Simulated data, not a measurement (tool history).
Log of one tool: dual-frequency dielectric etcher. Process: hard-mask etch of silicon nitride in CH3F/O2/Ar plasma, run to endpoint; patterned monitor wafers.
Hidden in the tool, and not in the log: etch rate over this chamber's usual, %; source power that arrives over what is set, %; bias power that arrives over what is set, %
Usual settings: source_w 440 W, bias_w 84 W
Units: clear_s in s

run	hour	source_w	bias_w	wafers since the last listed run	hours since the last wet clean	hours since the last source power generator calibration	hours since the last bias power generator calibration	hours since the last upper electrode change	incoming incoming film thickness, nm	clear_s
1	0	440	96	0	150.2	2406.2	1339.7	3397.2	28.36	36.4
2	86.3	370	84	715	236.5	2492.5	1426	3483.5	28.53	40.8
3	128	370	84	345	278.2	2534.2	1467.7	3525.2	28.69	41.2
4	152.9	370	84	206	303.1	2559.1	1492.6	3550.1	28.43	40.2
5	188.6	480	84	296	338.8	2594.8	1528.3	3585.8	28.54	36.6
6	221.8	380	84	275	372	2628	1561.5	3619	28.53	39.8
7	314.3	370	91	767	464.5	2720.5	1654	3711.5	28.21	38.8
8	385	440	84	586	535.2	2791.2	1724.7	3782.2	28.35	37.6
9	411.5	440	84	219	561.7	2817.7	1751.2	3808.7	28.44	37.4
10	457.1	440	84	378	607.3	2863.3	1796.8	3854.3	28.57	37.5
# hour 532.7: wet clean of the chamber
11	581.9	440	84	836	49.2	2988.1	1921.6	3979.1	28.42	38.3
12	648.6	470	74	553	115.9	3054.8	1988.3	4045.8	28.45	38.8
13	707.6	440	68	489	174.9	3113.8	2047.3	4104.8	28.48	40.8
# hour 762.3: bias power generator calibrated
# hour 785.3: source power generator calibrated
14	863.5	440	84	1226	330.8	78.2	101.2	4260.7	28.33	37.6
# hour 891.7: upper electrode replaced
15	918.3	340	64	255	385.6	133	156	26.6	28.37	45.4
16	957	520	77	321	424.3	171.7	194.7	65.3	28.32	36.2
17	994.5	440	90	311	461.8	209.2	232.2	102.8	28.23	37
18	1044.5	350	84	414	511.8	259.2	282.2	152.8	28.13	40.9
# hour 1095.1: wet clean of the chamber
19	1095.6	530	72	224	0.5	310.3	333.3	203.9	28.51	37.5
20	1156.7	440	91	506	61.6	371.4	394.4	265	28.8	37.8
21	1215.8	360	72	490	120.7	430.5	453.5	324.1	28.24	42.6
22	1252.9	440	84	307	157.8	467.6	490.6	361.2	28.65	38.3
23	1294.7	370	77	346	199.6	509.4	532.4	403	28.59	42.1

How the hidden state differs across the entries between the runs, from the last listed run before each to the first after it:
Between runs 10 and 11: wet clean of the chamber (hour 532.7)
  etch rate over this chamber's usual, %: 2.3 -> -0.0152
  measured less the result without the state, clear_s: -0.9 -> +0 s
Between runs 13 and 14: bias power generator calibrated (hour 762.3); source power generator calibrated (hour 785.3)
  etch rate over this chamber's usual, %: 0.451 -> 1.03
  measured less the result without the state, clear_s: -0.2 -> -0.4 s
Between runs 14 and 15: upper electrode replaced (hour 891.7)
  etch rate over this chamber's usual, %: 1.03 -> 1.23
  measured less the result without the state, clear_s: -0.4 -> -0.6 s
Between runs 18 and 19: wet clean of the chamber (hour 1095.1)
  etch rate over this chamber's usual, %: 1.7 -> 0.103
  measured less the result without the state, clear_s: -0.7 -> +0 s
